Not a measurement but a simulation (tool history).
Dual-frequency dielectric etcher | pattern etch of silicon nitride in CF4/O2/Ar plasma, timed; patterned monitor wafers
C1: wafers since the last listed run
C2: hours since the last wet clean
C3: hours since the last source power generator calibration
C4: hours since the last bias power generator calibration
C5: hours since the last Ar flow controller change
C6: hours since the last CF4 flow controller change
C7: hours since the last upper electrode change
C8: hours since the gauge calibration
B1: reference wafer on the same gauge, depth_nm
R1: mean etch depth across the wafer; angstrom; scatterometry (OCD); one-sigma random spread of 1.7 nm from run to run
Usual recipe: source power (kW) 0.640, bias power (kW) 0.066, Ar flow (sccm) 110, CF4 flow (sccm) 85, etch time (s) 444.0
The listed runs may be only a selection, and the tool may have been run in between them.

Run 1, day 0.000: usual settings; C1 0; C2 402.4; C3 1967.8; C4 4294.7; C5 3599.5; C6 3674.9; C7 4791.0; C8 154.7; B1 1210.0. Result: R1 11620 angstrom.
Run 2, day 0.592: usual settings; C1 60; C2 416.6; C3 1982.0; C4 4308.9; C5 3613.7; C6 3689.1; C7 4805.2; C8 168.9; B1 1209.8. Result: R1 11669 angstrom.
At day 2.133: upper electrode replaced.
At day 2.246: source power generator calibrated.
Run 3, day 2.267: usual settings but bias power (kW) 0.054, etch time (s) 491.0; C1 57; C2 456.8; C3 0.5; C4 4349.1; C5 3653.9; C6 3729.3; C7 3.2; C8 209.1; B1 1210.2. Result: R1 11727 angstrom.
Run 4, day 2.283: usual settings but bias power (kW) 0.054, etch time (s) 491.0; C1 1; C2 457.2; C3 0.9; C4 4349.5; C5 3654.3; C6 3729.7; C7 3.6; C8 209.5; B1 1210.5. Result: R1 11736 angstrom.
Run 5, day 2.404: usual settings; C1 12; C2 460.1; C3 3.8; C4 4352.4; C5 3657.2; C6 3732.6; C7 6.5; C8 212.4; B1 1210.0. Result: R1 11209 angstrom.
Run 6, day 2.904: usual settings; C1 51; C2 472.1; C3 15.8; C4 4364.4; C5 3669.2; C6 3744.6; C7 18.5; C8 224.4; B1 1209.4. Result: R1 11178 angstrom.
Run 7, day 3.296: usual settings; C1 40; C2 481.5; C3 25.2; C4 4373.8; C5 3678.6; C6 3754.0; C7 27.9; C8 233.8; B1 1210.2. Result: R1 11214 angstrom.
Run 8, day 3.783: usual settings; C1 50; C2 493.2; C3 36.9; C4 4385.5; C5 3690.3; C6 3765.7; C7 39.6; C8 245.5; B1 1210.2. Result: R1 11179 angstrom.
Run 9, day 4.104: usual settings; C1 32; C2 500.9; C3 44.6; C4 4393.2; C5 3698.0; C6 3773.4; C7 47.3; C8 253.2; B1 1209.5. Result: R1 11202 angstrom.
At day 5.296: wet clean of the chamber.
Run 10, day 5.317: usual settings; C1 21; C2 0.5; C3 73.7; C4 4422.3; C5 3727.1; C6 3802.5; C7 76.4; C8 282.3; B1 1209.3. Result: R1 11023 angstrom.
Run 11, day 5.338: usual settings but bias power (kW) 0.061; C1 2; C2 1.0; C3 74.2; C4 4422.8; C5 3727.6; C6 3803.0; C7 76.9; C8 282.8; B1 1210.0. Result: R1 10778 angstrom.
Run 12, day 5.733: usual settings but bias power (kW) 0.057, Ar flow (sccm) 122, etch time (s) 495.0; C1 40; C2 10.5; C3 83.7; C4 4432.3; C5 3737.1; C6 3812.5; C7 86.4; C8 292.3; B1 1210.5. Result: R1 11582 angstrom.
At day 6.212: Ar flow controller replaced.
Run 13, day 6.233: usual settings; C1 25; C2 22.5; C3 95.7; C4 4444.3; C5 0.5; C6 3824.5; C7 98.4; C8 304.3; B1 1210.0. Result: R1 11048 angstrom.
At day 6.667: bias power generator calibrated.
Run 14, day 6.688: usual settings but CF4 flow (sccm) 68; C1 29; C2 33.4; C3 106.6; C4 0.5; C5 11.4; C6 3835.4; C7 109.3; C8 315.2; B1 1209.5. Result: R1 10724 angstrom.
Run 15, day 7.012: usual settings but source power (kW) 0.730; C1 33; C2 41.2; C3 114.4; C4 8.3; C5 19.2; C6 3843.2; C7 117.1; C8 323.0; B1 1210.0. Result: R1 12667 angstrom.
At day 7.283: CF4 flow controller replaced.
Run 16, day 7.417: usual settings but bias power (kW) 0.058; C1 15; C2 50.9; C3 124.1; C4 18.0; C5 28.9; C6 3.2; C7 126.8; C8 332.7; B1 1210.3. Result: R1 10683 angstrom.
At day 7.500: gauge calibrated.
Run 17, day 7.862: usual settings; C1 45; C2 61.6; C3 134.8; C4 28.7; C5 39.6; C6 13.9; C7 137.5; C8 8.7; B1 1209.8. Result: R1 11069 angstrom.
Run 18, day 8.583: usual settings but etch time (s) 542.0; C1 74; C2 78.9; C3 152.1; C4 46.0; C5 56.9; C6 31.2; C7 154.8; C8 26.0; B1 1209.9. Result: R1 13470 angstrom.
Run 19, day 9.296: usual settings but CF4 flow (sccm) 68; C1 73; C2 96.0; C3 169.2; C4 63.1; C5 74.0; C6 48.3; C7 171.9; C8 43.1; B1 1211.1. Result: R1 10767 angstrom.
Run 20, day 9.725: usual settings; C1 44; C2 106.3; C3 179.5; C4 73.4; C5 84.3; C6 58.6; C7 182.2; C8 53.4; B1 1210.0. Result: R1 11084 angstrom.
Run 21, day 9.996: usual settings but source power (kW) 0.720, CF4 flow (sccm) 78; C1 27; C2 112.8; C3 186.0; C4 79.9; C5 90.8; C6 65.1; C7 188.7; C8 59.9; B1 1210.5. Result: R1 12383 angstrom.

Across each entry between runs, compare the hidden state at the last listed run before it with the hidden state at the first listed run after it:
Logged between run 2 and run 3: upper electrode replaced (day 2.133); source power generator calibrated (day 2.246)
  etch rate over this chamber's usual, %: 1.35 -> 1.45; source power that arrives over what is set, %: 3.77 -> -0.331
  the result without the hidden state subtracted from the measured one, R1: +589 -> +127 angstrom
Logged between run 9 and run 10: wet clean of the chamber (day 5.296)
  etch rate over this chamber's usual, %: 1.56 -> -0.118; source power that arrives over what is set, %: -0.238 -> -0.176
  the result without the hidden state subtracted from the measured one, R1: +144 -> -33 angstrom
Logged between run 12 and run 13: Ar flow controller replaced (day 6.212)
  etch rate over this chamber's usual, %: -0.0927 -> -0.0623; source power that arrives over what is set, %: -0.155 -> -0.13
  the result without the hidden state subtracted from the measured one, R1: -29 -> -22 angstrom
Logged between run 13 and run 14: bias power generator calibrated (day 6.667)
  etch rate over this chamber's usual, %: -0.0623 -> -0.0346; source power that arrives over what is set, %: -0.13 -> -0.107
  the result without the hidden state subtracted from the measured one, R1: -22 -> -16 angstrom
Logged between run 15 and run 16: CF4 flow controller replaced (day 7.283)
  etch rate over this chamber's usual, %: -0.0149 -> 0.00973; source power that arrives over what is set, %: -0.0903 -> -0.0698
  the result without the hidden state subtracted from the measured one, R1: -14 -> -7 angstrom
Logged between run 16 and run 17: gauge calibrated (day 7.500)
  etch rate over this chamber's usual, %: 0.00973 -> 0.0369; source power that arrives over what is set, %: -0.0698 -> -0.0472
  the result without the hidden state subtracted from the measured one, R1: -7 -> -1 angstrom
